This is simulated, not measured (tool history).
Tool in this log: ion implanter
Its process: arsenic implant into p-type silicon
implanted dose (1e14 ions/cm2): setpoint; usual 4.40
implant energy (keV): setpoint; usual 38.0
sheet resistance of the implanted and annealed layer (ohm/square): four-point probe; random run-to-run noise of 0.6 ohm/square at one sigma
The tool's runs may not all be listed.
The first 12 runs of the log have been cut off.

run,hour,implanted dose (1e14 ions/cm2),implant energy (keV),"read-back reference wafer on the same gauge, sheet resistance",sheet resistance of the implanted and annealed layer (ohm/square)
# hour 969.4: extraction supply calibrated
# hour 975.9: gauge calibrated
13,1013.8,4.40,38.0,177.95,223.05
14,1090.2,4.40,38.0,177.80,223.96
15,1139.0,4.81,46.0,178.01,202.60
# hour 1182.7: Faraday cup replaced and dose calibrated
16,1246.9,3.72,49.5,177.95,233.54
17,1297.4,3.60,47.5,178.12,242.26
18,1389.1,3.96,25.0,177.97,250.51
19,1433.9,3.98,29.0,178.17,242.96
20,1538.9,3.59,28.0,178.25,266.99
21,1625.1,5.62,50.5,178.03,175.19
22,1713.5,4.04,46.5,178.00,227.15
23,1816.7,5.42,26.0,177.83,199.03
# hour 1839.2: Faraday cup replaced and dose calibrated
24,1871.8,5.17,38.0,178.24,187.45
25,1972.7,4.40,38.0,177.91,216.45
26,2043.2,4.40,27.0,177.89,228.77
27,2112.2,5.63,29.5,178.04,186.86

What will run 28 give?
28,2174.0,4.40,38.0,?,?

read-back reference wafer on the same gauge, sheet resistance: 178.26
sheet resistance of the implanted and annealed layer (ohm/square): 217.70
Had the tool carried no hidden state, the very same run would have given sheet resistance of the implanted and annealed layer (ohm/square) 211.37.

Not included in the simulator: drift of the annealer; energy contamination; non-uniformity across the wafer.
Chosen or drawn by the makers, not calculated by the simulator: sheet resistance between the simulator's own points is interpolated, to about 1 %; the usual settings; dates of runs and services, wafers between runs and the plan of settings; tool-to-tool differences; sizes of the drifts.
